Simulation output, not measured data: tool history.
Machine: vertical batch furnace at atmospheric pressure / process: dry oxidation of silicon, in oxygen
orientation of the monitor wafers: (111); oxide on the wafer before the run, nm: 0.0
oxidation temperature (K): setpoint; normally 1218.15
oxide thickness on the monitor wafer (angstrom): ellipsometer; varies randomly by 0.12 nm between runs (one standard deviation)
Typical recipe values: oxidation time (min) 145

run,hour,oxidation temperature (K),oxidation time (min),wafers since the last listed run,hours since the last temperature calibration,hours since the boat lift was adjusted,hours since the gauge calibration,"read-back reference wafer on the same gauge, thickness",oxide thickness on the monitor wafer (angstrom)
1,0,1218.15,145,0,1650.3,2938.5,51,73.41,846.3
2,10.9,1218.15,145,81,1661.2,2949.4,61.9,73.4,844.4
3,38.2,1218.15,145,203,1688.5,2976.7,89.2,73.41,843.8
4,57.5,1208.15,160.5,143,1707.8,2996,108.5,73.41,834.6
5,106.6,1208.15,160.5,365,1756.9,3045.1,157.6,73.36,836.8
6,116.4,1208.15,160.5,72,1766.7,3054.9,167.4,73.42,838.8
7,133.9,1218.15,145,130,1784.2,3072.4,184.9,73.39,848.6
# hour 144.3: gauge calibrated
# hour 177.4: boat lift adjusted
8,177.9,1218.15,145,148,1828.2,0.5,33.6,73.41,845.6
9,183.3,1218.15,145,13,1833.6,5.9,39,73.4,849.8
# hour 203.7: thermocouples replaced and temperature profile calibrated
10,229.2,1218.15,145,189,25.5,51.8,84.9,73.4,822.4
11,244.7,1218.15,145,115,41,67.3,100.4,73.4,822.3
12,258,1218.15,85.5,98,54.3,80.6,113.7,73.39,574.4
13,266,1237.15,145,59,62.3,88.6,121.7,73.41,953
14,286.2,1218.15,91,150,82.5,108.8,141.9,73.39,598.4
15,304.7,1218.15,96.5,137,101,127.3,160.4,73.41,623.3
16,315.5,1206.15,210,80,111.8,138.1,171.2,73.4,960.1
17,330.9,1241.15,87.5,114,127.2,153.5,186.6,73.41,702.2
# hour 341.4: gauge calibrated
18,351.8,1218.15,145,155,148.1,174.4,10.4,73.39,823.3

Pick out some run-to-run changes in oxide thickness on the monitor wafer (angstrom). Of each, how much would a tool without hidden state show as well, from the settings, what came in and chance, and how much is left for the hidden state and any gauge scatter not in both results compared?
Hidden state present: true tube temperature minus thermocouple reading, K; monitor wafer colder than the profiled boat position, K; gauge reads high (%).
Run 9 -> 10: thermocouples replaced and temperature profile calibrated. oxide thickness on the monitor wafer (angstrom) -27.4: hidden state -25.9, all else -1.5.
Run 12 -> 13: oxidation temperature (K) 1218.15 -> 1237.15, oxidation time (min) 85.5 -> 145. oxide thickness on the monitor wafer (angstrom) +378.6: hidden state +0.5, all else +378.1.
